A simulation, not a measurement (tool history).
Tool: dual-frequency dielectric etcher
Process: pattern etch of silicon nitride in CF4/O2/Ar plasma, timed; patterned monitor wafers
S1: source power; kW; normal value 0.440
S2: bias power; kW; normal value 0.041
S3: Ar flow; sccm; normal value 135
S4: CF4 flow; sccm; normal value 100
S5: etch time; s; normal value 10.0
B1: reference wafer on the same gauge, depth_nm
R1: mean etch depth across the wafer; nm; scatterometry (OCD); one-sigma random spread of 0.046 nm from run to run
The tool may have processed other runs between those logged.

| run | hour | S1 | S2 | S3 | S4 | S5 | B1 | R1 |
|---|---|---|---|---|---|---|---|---|
| 1 | 0.0 | 0.440 | 0.041 | 135 | 100 | 11.5 | 15.09 | 17.03 |
| 2 | 50.7 | 0.440 | 0.041 | 135 | 100 | 11.5 | 15.08 | 17.07 |
|  | 57.6 | gauge calibrated |
| 3 | 123.3 | 0.440 | 0.041 | 135 | 100 | 11.5 | 14.93 | 16.93 |
| 4 | 170.3 | 0.440 | 0.041 | 135 | 100 | 10.0 | 14.95 | 14.67 |
|  | 218.1 | wet clean of the chamber |
| 5 | 223.3 | 0.440 | 0.041 | 135 | 100 | 10.0 | 14.95 | 14.66 |
| 6 | 322.4 | 0.440 | 0.041 | 135 | 100 | 10.0 | 14.98 | 14.75 |
| 7 | 427.3 | 0.440 | 0.041 | 135 | 100 | 10.0 | 15.02 | 14.76 |
| 8 | 500.7 | 0.440 | 0.041 | 135 | 100 | 8.5 | 15.03 | 12.60 |
| 9 | 596.1 | 0.440 | 0.041 | 135 | 100 | 9.0 | 15.04 | 13.26 |
|  | 672.2 | wet clean of the chamber |
| 10 | 817.6 | 0.390 | 0.046 | 135 | 100 | 10.0 | 15.06 | 13.82 |
| 11 | 871.1 | 0.440 | 0.041 | 135 | 100 | 10.0 | 15.07 | 14.90 |
|  | 932.3 | Ar flow controller replaced |
|  | 949.8 | source power generator calibrated |
| 12 | 962.4 | 0.440 | 0.045 | 135 | 100 | 10.0 | 15.08 | 15.21 |
| 13 | 1058.6 | 0.350 | 0.049 | 135 | 100 | 10.0 | 15.08 | 13.10 |
|  | 1092.5 | upper electrode replaced |
|  | 1122.1 | CF4 flow controller replaced |
| 14 | 1128.1 | 0.440 | 0.041 | 135 | 100 | 10.0 | 15.09 | 14.86 |
|  | 1161.7 | wet clean of the chamber |
|  | 1402.5 | bias power generator calibrated |
|  | 1406.8 | gauge calibrated |
| 15 | 1449.3 | 0.440 | 0.047 | 135 | 100 | 10.0 | 14.91 | 15.30 |
| 16 | 1527.0 | 0.440 | 0.032 | 135 | 87 | 10.0 | 14.93 | 13.43 |
| 17 | 1574.0 | 0.440 | 0.041 | 135 | 115 | 10.0 | 14.95 | 15.13 |
| 18 | 1637.0 | 0.490 | 0.041 | 117 | 89 | 10.0 | 14.99 | 16.26 |
|  | 1665.2 | wet clean of the chamber |
| 19 | 1743.2 | 0.520 | 0.041 | 163 | 116 | 7.5 | 15.01 | 12.56 |
| 20 | 1837.8 | 0.440 | 0.041 | 135 | 100 | 10.0 | 15.02 | 14.77 |
| 21 | 1908.3 | 0.410 | 0.041 | 118 | 115 | 10.0 | 15.03 | 14.76 |

Predict each of these 4 candidate next runs independently; none follows another, all start after run 21:
| A | 1908.7 | 0.440 | 0.041 | 119 | 100 | 10.0 | ? | ? |
| B | 1908.7 | 0.440 | 0.041 | 101 | 118 | 12.5 | ? | ? |
| C | 1908.7 | 0.470 | 0.037 | 135 | 100 | 12.0 | ? | ? |
| D | 1908.7 | 0.440 | 0.041 | 161 | 100 | 11.0 | ? | ? |

| run | B1 | R1 |
|---|---|---|
| A | 15.06 | 15.22 |
| B | 15.06 | 20.22 |
| C | 15.06 | 18.27 |
| D | 15.06 | 15.73 |
With no hidden state in the tool, these same runs would have given:
| run | R1 |
|---|---|
| A | 15.08 |
| B | 20.03 |
| C | 18.10 |
| D | 15.58 |

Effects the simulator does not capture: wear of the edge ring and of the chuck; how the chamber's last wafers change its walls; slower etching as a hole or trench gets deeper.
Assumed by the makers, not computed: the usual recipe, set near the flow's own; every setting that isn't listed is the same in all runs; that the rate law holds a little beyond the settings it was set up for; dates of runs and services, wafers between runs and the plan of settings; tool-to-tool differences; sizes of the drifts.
